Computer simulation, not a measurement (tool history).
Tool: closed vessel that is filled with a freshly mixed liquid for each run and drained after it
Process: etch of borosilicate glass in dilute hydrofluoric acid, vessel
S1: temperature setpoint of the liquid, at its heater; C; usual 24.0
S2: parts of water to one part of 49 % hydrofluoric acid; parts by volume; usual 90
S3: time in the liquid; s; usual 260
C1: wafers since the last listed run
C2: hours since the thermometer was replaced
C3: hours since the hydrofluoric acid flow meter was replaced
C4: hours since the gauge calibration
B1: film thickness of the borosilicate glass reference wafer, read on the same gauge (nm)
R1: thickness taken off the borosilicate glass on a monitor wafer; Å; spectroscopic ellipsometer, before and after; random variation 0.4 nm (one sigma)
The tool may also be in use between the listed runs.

run,hour,S1,S2,S3,C1,C2,C3,C4,B1,R1
1,0.0,24.0,75,260,0,957.2,665.9,43.4,149.98,657.4
2,22.7,21.5,90,260,1674,979.9,688.6,66.1,149.97,485.3
3,51.6,21.5,90,260,2132,1008.8,717.5,95.0,150.00,479.9
4,71.4,24.0,90,260,1460,1028.6,737.3,114.8,150.00,538.1
5,90.6,24.0,90,260,1416,1047.8,756.5,134.0,150.05,535.6
6,103.7,24.0,90,260,966,1060.9,769.6,147.1,149.99,534.2
7,118.8,24.0,90,305,1114,1076.0,784.7,162.2,150.00,623.3
8,150.8,24.0,90,305,2361,1108.0,816.7,194.2,150.02,631.4
9,167.1,27.5,105,260,1202,1124.3,833.0,210.5,150.00,515.0
10,198.6,27.5,105,260,2324,1155.8,864.5,242.0,150.01,512.4
# hour 225.9: hydrofluoric acid flow meter replaced
11,226.4,24.0,90,260,1977,1183.6,0.5,269.8,150.06,524.0
12,240.9,24.0,90,260,1069,1198.1,15.0,284.3,149.94,524.1
13,265.3,24.0,90,260,1800,1222.5,39.4,308.7,149.99,527.5
14,295.2,24.0,90,260,2206,1252.4,69.3,338.6,149.99,529.5
15,357.3,28.5,90,350,4582,1314.5,131.4,400.7,149.99,850.0
16,370.2,27.5,75,150,951,1327.4,144.3,413.6,150.05,432.7
17,395.9,24.0,75,410,1896,1353.1,170.0,439.3,150.00,997.6
18,408.2,24.0,90,260,907,1365.4,182.3,451.6,150.02,527.9
19,430.5,24.0,90,260,1645,1387.7,204.6,473.9,149.99,523.2
20,459.7,21.0,90,195,2154,1416.9,233.8,503.1,150.01,342.4
21,477.1,28.5,90,260,1283,1434.3,251.2,520.5,149.96,625.8

The next listed run, before its measurement:
22,493.5,20.5,65,115,1210,1450.7,267.6,536.9,?,?

B1: 150.02
R1: 284.0 Å
Without the tool's hidden state the same run would have given R1 311.7 Å.

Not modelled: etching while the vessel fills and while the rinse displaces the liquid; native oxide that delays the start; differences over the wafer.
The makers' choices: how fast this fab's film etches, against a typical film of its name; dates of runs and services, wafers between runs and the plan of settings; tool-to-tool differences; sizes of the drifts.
